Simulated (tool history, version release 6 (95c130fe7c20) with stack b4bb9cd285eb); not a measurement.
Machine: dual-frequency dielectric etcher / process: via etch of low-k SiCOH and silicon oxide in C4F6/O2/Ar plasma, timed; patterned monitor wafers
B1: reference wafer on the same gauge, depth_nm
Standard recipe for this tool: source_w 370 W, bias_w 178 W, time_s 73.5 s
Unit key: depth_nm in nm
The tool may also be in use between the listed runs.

run 1 hour=0.0 | source_w=370 bias_w=178 time_s=73.5 | B1=250.1 | depth_nm=210.6
run 2 hour=13.2 | source_w=320 bias_w=178 time_s=56.5 | B1=250.1 | depth_nm=153.9
run 3 hour=36.9 | source_w=320 bias_w=178 time_s=56.5 | B1=250.0 | depth_nm=153.6
run 4 hour=63.5 | source_w=320 bias_w=178 time_s=56.5 | B1=249.9 | depth_nm=152.6
run 5 hour=78.6 | source_w=370 bias_w=178 time_s=73.5 | B1=250.2 | depth_nm=209.4
run 6 hour=108.3 | source_w=390 bias_w=178 time_s=61.5 | B1=249.9 | depth_nm=178.1
run 7 hour=124.6 | source_w=390 bias_w=178 time_s=61.5 | B1=249.9 | depth_nm=177.5
run 8 hour=142.1 | source_w=390 bias_w=178 time_s=61.5 | B1=249.9 | depth_nm=177.2
-- hour=179.2 upper electrode replaced
run 9 hour=179.7 | source_w=370 bias_w=178 time_s=73.5 | B1=250.0 | depth_nm=209.0
run 10 hour=184.6 | source_w=370 bias_w=178 time_s=73.5 | B1=249.8 | depth_nm=208.2
run 11 hour=213.8 | source_w=450 bias_w=190 time_s=91.0 | B1=250.1 | depth_nm=283.1
-- hour=241.6 wet clean of the chamber
run 12 hour=242.1 | source_w=410 bias_w=204 time_s=73.5 | B1=250.1 | depth_nm=239.5
run 13 hour=259.5 | source_w=410 bias_w=153 time_s=63.0 | B1=250.0 | depth_nm=187.0
-- hour=303.8 source power generator calibrated
-- hour=309.9 wet clean of the chamber, repeated, since the last time left the tool worse
run 14 hour=310.4 | source_w=330 bias_w=178 time_s=57.0 | B1=249.9 | depth_nm=159.0
run 15 hour=310.7 | source_w=370 bias_w=195 time_s=93.5 | B1=250.2 | depth_nm=278.5
-- hour=312.6 gauge calibrated
-- hour=335.8 bias power generator calibrated
run 16 hour=336.5 | source_w=420 bias_w=178 time_s=91.0 | B1=249.9 | depth_nm=275.4
run 17 hour=365.7 | source_w=290 bias_w=213 time_s=73.5 | B1=250.0 | depth_nm=208.3
run 18 hour=399.2 | source_w=400 bias_w=222 time_s=73.5 | B1=249.8 | depth_nm=234.6
run 19 hour=422.9 | source_w=400 bias_w=222 time_s=73.5 | B1=250.0 | depth_nm=234.7

Here are 5 independent what-if runs from the current tool condition. What would each one return?
run A hour=423.3 | source_w=370 bias_w=178 time_s=73.5 | B1=? | depth_nm=?
run B hour=423.3 | source_w=290 bias_w=178 time_s=73.5 | B1=? | depth_nm=?
run C hour=423.3 | source_w=290 bias_w=199 time_s=60.5 | B1=? | depth_nm=?
run D hour=423.3 | source_w=390 bias_w=178 time_s=73.5 | B1=? | depth_nm=?
run E hour=423.3 | source_w=310 bias_w=178 time_s=84.5 | B1=? | depth_nm=?

run=A B1=250.0 depth_nm=211.3
run=B B1=250.0 depth_nm=194.8
run=C B1=250.0 depth_nm=166.3
run=D B1=250.0 depth_nm=215.2
run=E B1=250.0 depth_nm=228.9
Stripped of hidden state, with their random variation kept, the same runs would have yielded:
run=A depth_nm=212.6
run=B depth_nm=195.9
run=C depth_nm=167.3
run=D depth_nm=216.4
run=E depth_nm=230.2

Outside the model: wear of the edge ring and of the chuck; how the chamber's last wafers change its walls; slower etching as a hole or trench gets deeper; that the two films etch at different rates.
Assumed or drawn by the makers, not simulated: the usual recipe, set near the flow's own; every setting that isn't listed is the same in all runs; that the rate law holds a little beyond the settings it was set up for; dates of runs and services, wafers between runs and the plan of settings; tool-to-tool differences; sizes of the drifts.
